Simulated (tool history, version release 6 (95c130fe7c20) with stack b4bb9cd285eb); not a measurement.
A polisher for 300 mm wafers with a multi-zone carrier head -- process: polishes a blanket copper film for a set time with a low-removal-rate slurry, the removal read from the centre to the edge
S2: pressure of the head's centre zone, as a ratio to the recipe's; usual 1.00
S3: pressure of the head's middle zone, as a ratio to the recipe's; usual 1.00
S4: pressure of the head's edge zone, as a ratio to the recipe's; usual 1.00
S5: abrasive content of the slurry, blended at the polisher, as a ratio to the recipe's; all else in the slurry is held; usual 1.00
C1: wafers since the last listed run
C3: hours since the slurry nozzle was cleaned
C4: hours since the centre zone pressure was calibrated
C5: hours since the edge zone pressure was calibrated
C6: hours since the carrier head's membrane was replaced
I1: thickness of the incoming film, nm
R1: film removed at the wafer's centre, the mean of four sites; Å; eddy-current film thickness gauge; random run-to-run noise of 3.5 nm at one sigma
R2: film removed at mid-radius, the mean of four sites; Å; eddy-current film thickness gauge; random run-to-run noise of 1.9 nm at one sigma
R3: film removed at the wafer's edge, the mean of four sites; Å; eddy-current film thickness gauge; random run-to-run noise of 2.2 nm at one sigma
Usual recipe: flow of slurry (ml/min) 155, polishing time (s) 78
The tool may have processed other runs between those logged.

run 1 hour=0.0 | flow_of_slurry_(ml/min)=155 S2=1.00 S3=1.00 S4=1.00 S5=1.00 polishing_time_(s)=78 | C1=0 wafers_polished_on_this_pad=721 C3=69.6 C4=13.0 C5=380.0 C6=1072.2 | I1=734.8 | R1=2360 R2=2344 R3=2342
run 2 hour=13.2 | flow_of_slurry_(ml/min)=155 S2=1.00 S3=1.00 S4=1.00 S5=1.00 polishing_time_(s)=78 | C1=162 wafers_polished_on_this_pad=883 C3=82.8 C4=26.2 C5=393.2 C6=1085.4 | I1=733.1 | R1=2333 R2=2343 R3=2357
run 3 hour=19.2 | flow_of_slurry_(ml/min)=130 S2=1.11 S3=1.00 S4=1.00 S5=1.20 polishing_time_(s)=97 | C1=73 wafers_polished_on_this_pad=957 C3=88.8 C4=32.2 C5=399.2 C6=1091.4 | I1=740.6 | R1=3328 R2=2990 R3=3097
run 4 hour=27.2 | flow_of_slurry_(ml/min)=155 S2=1.03 S3=1.00 S4=1.00 S5=1.00 polishing_time_(s)=72 | C1=98 wafers_polished_on_this_pad=1056 C3=96.8 C4=40.2 C5=407.2 C6=1099.4 | I1=741.1 | R1=2218 R2=2156 R3=2216
-- hour=43.6 carrier head's membrane replaced by a new one
run 5 hour=44.1 | flow_of_slurry_(ml/min)=155 S2=1.00 S3=1.00 S4=1.00 S5=1.00 polishing_time_(s)=78 | C1=146 wafers_polished_on_this_pad=1203 C3=113.7 C4=57.1 C5=424.1 C6=0.5 | I1=747.2 | R1=2327 R2=2351 R3=2393
run 6 hour=53.9 | flow_of_slurry_(ml/min)=155 S2=1.00 S3=1.00 S4=0.93 S5=1.00 polishing_time_(s)=78 | C1=120 wafers_polished_on_this_pad=1324 C3=123.5 C4=66.9 C5=433.9 C6=10.3 | I1=735.4 | R1=2369 R2=2339 R3=2322
-- hour=62.5 worn pad replaced by a new one
run 7 hour=64.1 | flow_of_slurry_(ml/min)=155 S2=1.00 S3=1.00 S4=1.00 S5=1.00 polishing_time_(s)=78 | C1=76 wafers_polished_on_this_pad=20 C3=133.7 C4=77.1 C5=444.1 C6=20.5 | I1=743.2 | R1=2337 R2=2321 R3=2403
run 8 hour=73.2 | flow_of_slurry_(ml/min)=155 S2=1.00 S3=1.00 S4=1.00 S5=1.00 polishing_time_(s)=78 | C1=112 wafers_polished_on_this_pad=132 C3=142.8 C4=86.2 C5=453.2 C6=29.6 | I1=749.3 | R1=2231 R2=2354 R3=2354
-- hour=80.6 edge zone pressure recalibrated
run 9 hour=82.4 | flow_of_slurry_(ml/min)=155 S2=1.00 S3=1.00 S4=1.00 S5=0.80 polishing_time_(s)=78 | C1=88 wafers_polished_on_this_pad=221 C3=152.0 C4=95.4 C5=1.8 C6=38.8 | I1=730.4 | R1=2177 R2=2187 R3=2232
run 10 hour=135.6 | flow_of_slurry_(ml/min)=155 S2=1.00 S3=1.00 S4=1.12 S5=1.00 polishing_time_(s)=78 | C1=656 wafers_polished_on_this_pad=877 C3=205.2 C4=148.6 C5=55.0 C6=92.0 | I1=745.1 | R1=2271 R2=2345 R3=2509
-- hour=176.1 worn pad replaced by a new one
run 11 hour=180.3 | flow_of_slurry_(ml/min)=155 S2=1.00 S3=1.00 S4=1.06 S5=1.00 polishing_time_(s)=86 | C1=501 wafers_polished_on_this_pad=51 C3=249.9 C4=193.3 C5=99.7 C6=136.7 | I1=749.4 | R1=2353 R2=2567 R3=2715
run 12 hour=190.8 | flow_of_slurry_(ml/min)=155 S2=0.95 S3=1.04 S4=1.05 S5=1.00 polishing_time_(s)=104 | C1=129 wafers_polished_on_this_pad=180 C3=260.4 C4=203.8 C5=110.2 C6=147.2 | I1=748.5 | R1=2800 R2=3225 R3=3285
run 13 hour=203.5 | flow_of_slurry_(ml/min)=155 S2=1.05 S3=1.00 S4=0.90 S5=1.00 polishing_time_(s)=64 | C1=156 wafers_polished_on_this_pad=337 C3=273.1 C4=216.5 C5=122.9 C6=159.9 | I1=735.3 | R1=1881 R2=1924 R3=1877
run 14 hour=218.4 | flow_of_slurry_(ml/min)=155 S2=1.05 S3=0.90 S4=0.93 S5=1.15 polishing_time_(s)=78 | C1=183 wafers_polished_on_this_pad=521 C3=288.0 C4=231.4 C5=137.8 C6=174.8 | I1=745.8 | R1=2341 R2=2300 R3=2362
run 15 hour=237.9 | flow_of_slurry_(ml/min)=205 S2=1.00 S3=1.00 S4=1.00 S5=1.00 polishing_time_(s)=62 | C1=240 wafers_polished_on_this_pad=761 C3=307.5 C4=250.9 C5=157.3 C6=194.3 | I1=749.3 | R1=1821 R2=1943 R3=1973
run 16 hour=253.4 | flow_of_slurry_(ml/min)=115 S2=0.90 S3=1.00 S4=1.00 S5=0.90 polishing_time_(s)=78 | C1=191 wafers_polished_on_this_pad=952 C3=323.0 C4=266.4 C5=172.8 C6=209.8 | I1=734.4 | R1=1818 R2=2128 R3=2174
run 17 hour=265.0 | flow_of_slurry_(ml/min)=155 S2=1.00 S3=1.00 S4=0.90 S5=1.15 polishing_time_(s)=93 | C1=143 wafers_polished_on_this_pad=1095 C3=334.6 C4=278.0 C5=184.4 C6=221.4 | I1=749.9 | R1=2681 R2=2907 R3=2762
-- hour=278.0 worn pad replaced by a new one
run 18 hour=282.3 | flow_of_slurry_(ml/min)=155 S2=1.00 S3=1.00 S4=1.00 S5=1.00 polishing_time_(s)=78 | C1=164 wafers_polished_on_this_pad=53 C3=351.9 C4=295.3 C5=201.7 C6=238.7 | I1=746.7 | R1=2178 R2=2358 R3=2421
run 19 hour=294.5 | flow_of_slurry_(ml/min)=155 S2=0.95 S3=1.04 S4=1.05 S5=1.00 polishing_time_(s)=104 | C1=150 wafers_polished_on_this_pad=203 C3=364.1 C4=307.5 C5=213.9 C6=250.9 | I1=731.4 | R1=2787 R2=3195 R3=3262
run 20 hour=303.3 | flow_of_slurry_(ml/min)=155 S2=1.00 S3=1.00 S4=0.96 S5=1.00 polishing_time_(s)=78 | C1=108 wafers_polished_on_this_pad=312 C3=372.9 C4=316.3 C5=222.7 C6=259.7 | I1=739.4 | R1=2188 R2=2358 R3=2303
run 21 hour=314.9 | flow_of_slurry_(ml/min)=155 S2=1.00 S3=1.00 S4=1.00 S5=1.00 polishing_time_(s)=78 | C1=143 wafers_polished_on_this_pad=455 C3=384.5 C4=327.9 C5=234.3 C6=271.3 | I1=731.0 | R1=2215 R2=2313 R3=2370

Forecast each of these 4 alternatives for the next run:
run A hour=315.4 | flow_of_slurry_(ml/min)=155 S2=1.00 S3=1.00 S4=1.00 S5=1.00 polishing_time_(s)=78 | C1=6 wafers_polished_on_this_pad=461 C3=385.0 C4=328.4 C5=234.8 C6=271.8 | I1=742.8 | R1=? R2=? R3=?
run B hour=315.4 | flow_of_slurry_(ml/min)=190 S2=1.08 S3=1.00 S4=1.03 S5=1.10 polishing_time_(s)=78 | C1=6 wafers_polished_on_this_pad=461 C3=385.0 C4=328.4 C5=234.8 C6=271.8 | I1=742.8 | R1=? R2=? R3=?
run C hour=315.4 | flow_of_slurry_(ml/min)=155 S2=1.05 S3=1.04 S4=0.91 S5=1.00 polishing_time_(s)=78 | C1=6 wafers_polished_on_this_pad=461 C3=385.0 C4=328.4 C5=234.8 C6=271.8 | I1=742.8 | R1=? R2=? R3=?
run D hour=315.4 | flow_of_slurry_(ml/min)=155 S2=1.00 S3=1.00 S4=0.89 S5=1.15 polishing_time_(s)=78 | C1=6 wafers_polished_on_this_pad=461 C3=385.0 C4=328.4 C5=234.8 C6=271.8 | I1=742.8 | R1=? R2=? R3=?

run=A R1=2140 R2=2336 R3=2352
run=B R1=2459 R2=2483 R3=2513
run=C R1=2242 R2=2394 R3=2249
run=D R1=2223 R2=2427 R3=2313
With no hidden state in the tool, these same runs would have given:
run=A R1=2376 R2=2335 R3=2352
run=B R1=2727 R2=2482 R3=2513
run=C R1=2487 R2=2393 R3=2249
run=D R1=2467 R2=2426 R3=2313
